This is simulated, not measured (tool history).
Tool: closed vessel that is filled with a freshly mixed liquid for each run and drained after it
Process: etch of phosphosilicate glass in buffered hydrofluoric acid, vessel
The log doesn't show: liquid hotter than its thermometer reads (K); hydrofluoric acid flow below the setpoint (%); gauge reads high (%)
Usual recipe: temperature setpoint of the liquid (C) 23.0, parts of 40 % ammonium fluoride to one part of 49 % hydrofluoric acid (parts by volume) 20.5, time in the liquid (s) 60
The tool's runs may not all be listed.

run      day  temperature setpoint of the liquid (C)  parts of 40 % ammonium fluoride to one part of 49 % hydrofluoric acid (parts by volume)  time in the liquid (s)  wafers since the last listed run  hours since the thermometer was replaced  hours since the hydrofluoric acid flow meter was replaced  hours since the gauge calibration  read-back film thickness of the phosphosilicate glass reference wafer, read on the same gauge (nm)  thickness taken off the phosphosilicate glass on a monitor wafer (Å)
  1    0.000                                    20.0                                                                                     20.5                      40                                 0                                     864.7                                                     1404.5                             1626.6                                                                                              150.01                                                                 889.9
  2    1.938                                    23.0                                                                                     22.5                      85                              4532                                     911.2                                                     1451.0                             1673.1                                                                                              149.97                                                                2127.3
  3    4.183                                    23.0                                                                                     20.5                      60                              5253                                     965.1                                                     1504.9                             1727.0                                                                                              149.98                                                                1601.9
  4    7.533                                    23.0                                                                                     20.5                      60                              7837                                    1045.5                                                     1585.3                             1807.4                                                                                              150.04                                                                1604.8
  5   11.538                                    23.0                                                                                     20.5                      60                              9367                                    1141.6                                                     1681.4                             1903.5                                                                                              149.99                                                                1613.8
  6   15.475                                    26.5                                                                                     20.5                      60                              9211                                    1236.1                                                     1775.9                             1998.0                                                                                              149.96                                                                1957.1
  7   18.200                                    26.5                                                                                     20.5                      60                              6374                                    1301.5                                                     1841.3                             2063.4                                                                                              150.00                                                                1982.1
  8   22.004                                    26.5                                                                                     20.5                      60                              8899                                    1392.8                                                     1932.6                             2154.7                                                                                              150.00                                                                1954.4
  9   25.067                                    23.0                                                                                     18.5                      35                              7164                                    1466.3                                                     2006.1                             2228.2                                                                                              150.01                                                                1052.0
      26.325  -- hydrofluoric acid flow meter replaced
 10   28.429                                    23.0                                                                                     18.5                      35                              7768                                    1547.0                                                       50.5                             2308.9                                                                                              149.97                                                                1050.3
 11   31.404                                    23.0                                                                                     20.5                      60                              6959                                    1618.4                                                      121.9                             2380.3                                                                                              149.99                                                                1631.0
 12   35.629                                    23.0                                                                                     20.5                      60                              9884                                    1719.8                                                      223.3                             2481.7                                                                                              149.99                                                                1637.9
 13   40.046                                    23.0                                                                                     20.5                      60                             10332                                    1825.8                                                      329.3                             2587.7                                                                                              150.01                                                                1638.8
 14   42.275                                    23.0                                                                                     20.5                      60                              5214                                    1879.3                                                      382.8                             2641.2                                                                                              150.02                                                                1630.7
 15   44.967                                    23.0                                                                                     20.5                      60                              6296                                    1943.9                                                      447.4                             2705.8                                                                                              150.01                                                                1639.3
 16   46.579                                    26.0                                                                                     18.0                      45                              3772                                    1982.6                                                      486.1                             2744.5                                                                                              150.04                                                                1635.3
 17   50.962                                    23.0                                                                                     13.5                      60                             10254                                    2087.8                                                      591.3                             2849.7                                                                                              150.01                                                                2489.3
 18   54.946                                    27.0                                                                                     26.0                      90                              9318                                    2183.4                                                      686.9                             2945.3                                                                                              149.99                                                                2628.9
 19   56.921                                    20.5                                                                                     14.0                      50                              4620                                    2230.8                                                      734.3                             2992.7                                                                                              150.02                                                                1734.5
 20   59.204                                    18.5                                                                                     16.5                      95                              5341                                    2285.6                                                      789.1                             3047.5                                                                                              149.97                                                                2534.5
 21   63.471                                    19.5                                                                                     27.5                      80                              9981                                    2388.0                                                      891.5                             3149.9                                                                                              149.96                                                                1491.7
 22   67.112                                    25.5                                                                                     16.5                      30                              8519                                    2475.4                                                      978.9                             3237.3                                                                                              150.02                                                                1158.8
 23   71.562                                    23.0                                                                                     26.5                      80                             10410                                    2582.2                                                     1085.7                             3344.1                                                                                              150.01                                                                1864.5
      71.712  -- thermometer replaced
 24   73.829                                    27.5                                                                                     14.0                      30                              5205                                      50.8                                                     1140.1                             3398.5                                                                                              150.01                                                                1430.1
 25   77.575                                    27.5                                                                                     14.0                      30                              8763                                     140.7                                                     1230.0                             3488.4                                                                                              149.98                                                                1474.5
      78.067  -- gauge calibrated
 26   80.017                                    26.5                                                                                     26.5                      80                              5712                                     199.3                                                     1288.6                               46.8                                                                                              150.00                                                                2168.3
 27   83.917                                    23.0                                                                                     20.5                      60                              9123                                     292.9                                                     1382.2                              140.4                                                                                              150.02                                                                1602.9
 28   86.575                                    23.0                                                                                     20.5                      60                              6218                                     356.7                                                     1446.0                              204.2                                                                                              150.01                                                                1618.1
 29   88.683                                    27.5                                                                                     20.5                      60                              4932                                     407.3                                                     1496.6                              254.8                                                                                              150.00                                                                2017.1
 30  101.767                                    23.0                                                                                     14.0                      60                             30607                                     721.3                                                     1810.6                              568.8                                                                                              149.99                                                                2322.6
 31  104.550                                    23.0                                                                                     15.0                      30                              6511                                     788.1                                                     1877.4                              635.6                                                                                              150.01                                                                1095.0

What if the next run were any one of these 5? Each begins from the tool's condition after run 31:
  A  104.579                                    23.0                                                                                     24.5                      60                                68                                     788.8                                                     1878.1                              636.3                                                                                                   ?                                                                     ?
  B  104.579                                    18.5                                                                                     13.0                      70                                68                                     788.8                                                     1878.1                              636.3                                                                                                   ?                                                                     ?
  C  104.579                                    23.0                                                                                     20.5                      70                                68                                     788.8                                                     1878.1                              636.3                                                                                                   ?                                                                     ?
  D  104.579                                    19.5                                                                                     20.5                      60                                68                                     788.8                                                     1878.1                              636.3                                                                                                   ?                                                                     ?
  E  104.579                                    25.0                                                                                     20.5                      35                                68                                     788.8                                                     1878.1                              636.3                                                                                                   ?                                                                     ?

run  read-back film thickness of the phosphosilicate glass reference wafer, read on the same gauge (nm)  thickness taken off the phosphosilicate glass on a monitor wafer (Å)
  A                                                                                              150.03                                                                1417.8
  B                                                                                              150.03                                                                2262.6
  C                                                                                              150.03                                                                1870.1
  D                                                                                              150.03                                                                1319.5
  E                                                                                              150.03                                                                1043.0
With the hidden condition removed and each run's random variation left untouched, the same runs would have given:
run  thickness taken off the phosphosilicate glass on a monitor wafer (Å)
  A                                                                1386.8
  B                                                                2212.0
  C                                                                1829.3
  D                                                                1290.2
  E                                                                1020.5
